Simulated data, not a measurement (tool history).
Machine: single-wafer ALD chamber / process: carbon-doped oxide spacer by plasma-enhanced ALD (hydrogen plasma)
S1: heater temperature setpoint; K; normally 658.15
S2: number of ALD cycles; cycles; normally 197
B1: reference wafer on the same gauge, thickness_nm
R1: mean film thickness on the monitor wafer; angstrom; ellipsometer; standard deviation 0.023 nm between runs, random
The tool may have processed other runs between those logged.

{"run": 1, "day": 0.0, "S1": 658.15, "S2": 186, "B1": 10.232, "R1": 88.24}
{"run": 2, "day": 2.658, "S1": 658.15, "S2": 186, "B1": 10.231, "R1": 88.59}
{"day": 4.904, "done": "thermocouple changed; heater temperature recalibrated"}
{"run": 3, "day": 5.742, "S1": 658.15, "S2": 186, "B1": 10.233, "R1": 88.19}
{"run": 4, "day": 8.867, "S1": 648.15, "S2": 171, "B1": 10.237, "R1": 81.39}
{"run": 5, "day": 20.608, "S1": 648.15, "S2": 171, "B1": 10.229, "R1": 81.29}
{"run": 6, "day": 22.396, "S1": 648.15, "S2": 171, "B1": 10.233, "R1": 81.15}
{"run": 7, "day": 25.154, "S1": 658.15, "S2": 197, "B1": 10.237, "R1": 93.94}
{"run": 8, "day": 27.358, "S1": 658.15, "S2": 197, "B1": 10.227, "R1": 93.78}
{"run": 9, "day": 31.712, "S1": 658.15, "S2": 197, "B1": 10.231, "R1": 93.75}
{"run": 10, "day": 36.142, "S1": 658.15, "S2": 197, "B1": 10.228, "R1": 93.69}
{"run": 11, "day": 39.454, "S1": 658.15, "S2": 197, "B1": 10.22, "R1": 93.72}
{"run": 12, "day": 48.529, "S1": 658.15, "S2": 197, "B1": 10.231, "R1": 93.55}
{"run": 13, "day": 55.275, "S1": 658.15, "S2": 197, "B1": 10.232, "R1": 93.58}
{"run": 14, "day": 58.929, "S1": 658.15, "S2": 197, "B1": 10.233, "R1": 94.13}
{"run": 15, "day": 68.85, "S1": 658.15, "S2": 197, "B1": 10.226, "R1": 93.55}
{"run": 16, "day": 70.854, "S1": 658.15, "S2": 197, "B1": 10.231, "R1": 93.68}
{"run": 17, "day": 75.254, "S1": 658.15, "S2": 197, "B1": 10.225, "R1": 93.63}
{"run": 18, "day": 77.171, "S1": 658.15, "S2": 197, "B1": 10.221, "R1": 93.99}
{"run": 19, "day": 79.379, "S1": 644.15, "S2": 178, "B1": 10.231, "R1": 84.74}
{"run": 20, "day": 83.558, "S1": 649.15, "S2": 184, "B1": 10.229, "R1": 87.23}
{"run": 21, "day": 92.683, "S1": 671.15, "S2": 158, "B1": 10.225, "R1": 75.07}
{"run": 22, "day": 94.592, "S1": 669.15, "S2": 232, "B1": 10.232, "R1": 110.13}
{"run": 23, "day": 97.054, "S1": 658.15, "S2": 197, "B1": 10.228, "R1": 93.68}
{"run": 24, "day": 99.238, "S1": 667.15, "S2": 235, "B1": 10.229, "R1": 111.9}
{"day": 101.238, "done": "gauge calibrated"}
{"run": 25, "day": 103.054, "S1": 658.15, "S2": 197, "B1": 10.229, "R1": 93.69}
{"run": 26, "day": 107.475, "S1": 654.15, "S2": 176, "B1": 10.228, "R1": 83.43}
{"day": 108.008, "done": "thermocouple changed; heater temperature recalibrated"}
{"run": 27, "day": 109.704, "S1": 658.15, "S2": 197, "B1": 10.228, "R1": 93.97}
{"run": 28, "day": 112.679, "S1": 650.15, "S2": 224, "B1": 10.232, "R1": 106.57}
{"run": 29, "day": 115.429, "S1": 645.15, "S2": 233, "B1": 10.23, "R1": 110.9}
{"run": 30, "day": 118.562, "S1": 658.15, "S2": 197, "B1": 10.232, "R1": 93.48}
{"run": 31, "day": 122.562, "S1": 668.15, "S2": 177, "B1": 10.231, "R1": 84.58}
{"run": 32, "day": 126.942, "S1": 658.15, "S2": 180, "B1": 10.232, "R1": 85.64}
{"run": 33, "day": 130.3, "S1": 650.15, "S2": 184, "B1": 10.224, "R1": 87.3}
{"run": 34, "day": 134.35, "S1": 654.15, "S2": 166, "B1": 10.238, "R1": 78.92}
{"run": 35, "day": 143.996, "S1": 658.15, "S2": 197, "B1": 10.232, "R1": 93.69}
{"run": 36, "day": 151.05, "S1": 673.15, "S2": 186, "B1": 10.236, "R1": 88.43}
{"run": 37, "day": 155.4, "S1": 646.15, "S2": 164, "B1": 10.237, "R1": 78.2}

Give the tool's hidden conditions for every run:
wafer temperature above the value expected at the setpoint (K): 0 across all the runs
gauge reads high (%): 0 across all the runs
